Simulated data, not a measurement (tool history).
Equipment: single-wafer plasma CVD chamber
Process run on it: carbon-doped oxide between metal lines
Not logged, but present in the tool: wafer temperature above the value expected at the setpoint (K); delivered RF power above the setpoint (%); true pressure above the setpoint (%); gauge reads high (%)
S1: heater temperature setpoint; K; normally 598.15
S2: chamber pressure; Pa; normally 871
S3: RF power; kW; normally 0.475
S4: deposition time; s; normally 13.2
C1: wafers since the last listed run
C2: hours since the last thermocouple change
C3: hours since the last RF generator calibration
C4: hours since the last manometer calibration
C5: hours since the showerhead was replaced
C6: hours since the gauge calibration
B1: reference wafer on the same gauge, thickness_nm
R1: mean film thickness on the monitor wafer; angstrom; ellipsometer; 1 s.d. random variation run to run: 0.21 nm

run	hour	S1	S2	S3	S4	C1	C2	C3	C4	C5	C6	B1	R1
1	0.0	598.15	871	0.415	13.2	0	1449.7	1690.1	813.1	4620.0	301.7	63.598	603.93
2	13.4	598.15	871	0.505	13.2	190	1463.1	1703.5	826.5	4633.4	315.1	63.612	750.98
3	28.2	598.15	871	0.505	13.2	210	1477.9	1718.3	841.3	4648.2	329.9	63.622	747.98
4	46.5	598.15	871	0.455	13.2	259	1496.2	1736.6	859.6	4666.5	348.2	63.579	672.20
5	72.0	598.15	871	0.455	13.2	361	1521.7	1762.1	885.1	4692.0	373.7	63.606	670.47
6	91.6	598.15	871	0.445	13.2	278	1541.3	1781.7	904.7	4711.6	393.3	63.646	651.98
7	111.1	598.15	871	0.445	13.2	276	1560.8	1801.2	924.2	4731.1	412.8	63.555	651.26
8	144.2	598.15	871	0.445	13.2	469	1593.9	1834.3	957.3	4764.2	445.9	63.593	652.05
# hour 180.4: capacitance manometer re-zeroed and calibrated
# hour 184.4: RF generator calibrated
9	184.9	598.15	871	0.475	13.2	408	1634.6	0.5	4.5	4804.9	486.6	63.638	742.24
10	196.5	598.15	871	0.475	13.2	164	1646.2	12.1	16.1	4816.5	498.2	63.571	744.62
# hour 222.0: thermocouple changed; heater temperature recalibrated
11	222.5	598.15	871	0.475	13.2	255	0.5	38.1	42.1	4842.5	524.2	63.583	766.16
12	231.7	598.15	675	0.475	14.9	130	9.7	47.3	51.3	4851.7	533.4	63.550	833.02
13	260.6	598.15	871	0.475	11.4	410	38.6	76.2	80.2	4880.6	562.3	63.571	658.65
14	275.7	605.15	1020	0.440	14.0	214	53.7	91.3	95.3	4895.7	577.4	63.566	731.22
15	290.7	598.15	871	0.475	13.2	212	68.7	106.3	110.3	4910.7	592.4	63.583	761.90
16	322.1	602.15	949	0.445	11.8	445	100.1	137.7	141.7	4942.1	623.8	63.620	628.92
# hour 349.1: showerhead replaced
17	355.3	605.15	949	0.445	13.2	357	133.3	170.9	174.9	6.2	657.0	63.562	690.71
# hour 363.4: gauge calibrated
18	382.0	598.15	713	0.475	13.2	378	160.0	197.6	201.6	32.9	18.6	63.596	742.76
19	409.1	612.15	1033	0.555	13.2	384	187.1	224.7	228.7	60.0	45.7	63.616	836.06
20	434.1	603.15	871	0.475	11.2	354	212.1	249.7	253.7	85.0	70.7	63.596	626.34
21	457.2	603.15	871	0.475	14.6	327	235.2	272.8	276.8	108.1	93.8	63.610	819.23
22	476.6	598.15	871	0.475	13.2	275	254.6	292.2	296.2	127.5	113.2	63.607	750.40
23	509.5	598.15	871	0.415	13.2	466	287.5	325.1	329.1	160.4	146.1	63.587	642.37
24	535.4	606.15	789	0.560	12.1	367	313.4	351.0	355.0	186.3	172.0	63.562	766.75
25	555.8	598.15	677	0.475	12.2	289	333.8	371.4	375.4	206.7	192.4	63.579	673.90
26	582.2	598.15	871	0.475	11.4	374	360.2	397.8	401.8	233.1	218.8	63.607	648.32
27	615.7	608.15	768	0.475	13.2	475	393.7	431.3	435.3	266.6	252.3	63.638	709.29
28	633.0	590.15	680	0.515	13.2	245	411.0	448.6	452.6	283.9	269.6	63.594	806.67
29	650.5	590.15	981	0.555	11.2	248	428.5	466.1	470.1	301.4	287.1	63.653	763.95

Branching from run 29: 4 alternative next runs. What would each branch give?
A	650.9	607.15	871	0.475	13.2	5	428.9	466.5	470.5	301.8	287.5	?	?
B	650.9	598.15	657	0.435	13.2	5	428.9	466.5	470.5	301.8	287.5	?	?
C	650.9	591.15	1020	0.535	13.2	5	428.9	466.5	470.5	301.8	287.5	?	?
D	650.9	598.15	928	0.475	13.2	5	428.9	466.5	470.5	301.8	287.5	?	?

run	B1	R1
A	63.610	718.55
B	63.610	650.63
C	63.610	864.56
D	63.610	746.91
Stripped of hidden state, with their random variation kept, the same runs would have yielded:
run	R1
A	736.91
B	669.59
C	888.12
D	766.78
